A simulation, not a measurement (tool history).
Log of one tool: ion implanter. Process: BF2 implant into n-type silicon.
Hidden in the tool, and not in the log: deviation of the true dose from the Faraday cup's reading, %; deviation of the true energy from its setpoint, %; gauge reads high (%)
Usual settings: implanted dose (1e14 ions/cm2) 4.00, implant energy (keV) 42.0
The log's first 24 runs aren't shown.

run,hour,implanted dose (1e14 ions/cm2),implant energy (keV),wafers since the last listed run,hours since the last dose calibration,hours since the extraction supply was calibrated,hours since the gauge calibration,"read-back reference wafer on the same gauge, sheet resistance",sheet resistance of the implanted and annealed layer (ohm/square)
25,1735.6,4.00,42.0,1646,555.6,771.8,541.1,285.79,279.08
26,1791.7,4.50,36.0,1402,611.7,827.9,597.2,285.83,257.79
27,1882.6,4.84,47.5,2271,702.6,918.8,688.1,285.83,234.97
28,1950.9,4.68,28.5,1706,770.9,987.1,756.4,286.19,252.21
29,2004.2,4.00,42.0,1332,824.2,1040.4,809.7,286.13,278.72
30,2105.2,2.85,28.5,2524,925.2,1141.4,910.7,286.09,383.89
31,2182.1,3.48,34.0,1921,1002.1,1218.3,987.6,285.69,318.35
32,2226.2,4.38,42.0,1102,1046.2,1262.4,1031.7,285.63,257.92

4 ways to go on from here, each from the tool as it stands after run 32. What would each give?
A,2226.6,4.75,42.0,9,1046.6,1262.8,1032.1,?,?
B,2226.6,2.81,42.0,9,1046.6,1262.8,1032.1,?,?
C,2226.6,4.49,42.0,9,1046.6,1262.8,1032.1,?,?
D,2226.6,4.00,55.0,9,1046.6,1262.8,1032.1,?,?

run,"read-back reference wafer on the same gauge, sheet resistance",sheet resistance of the implanted and annealed layer (ohm/square)
A,286.14,240.39
B,286.14,373.60
C,286.14,252.17
D,286.14,270.87
Without the tool's hidden state the same runs would have given:
run,sheet resistance of the implanted and annealed layer (ohm/square)
A,242.63
B,376.99
C,254.50
D,273.29
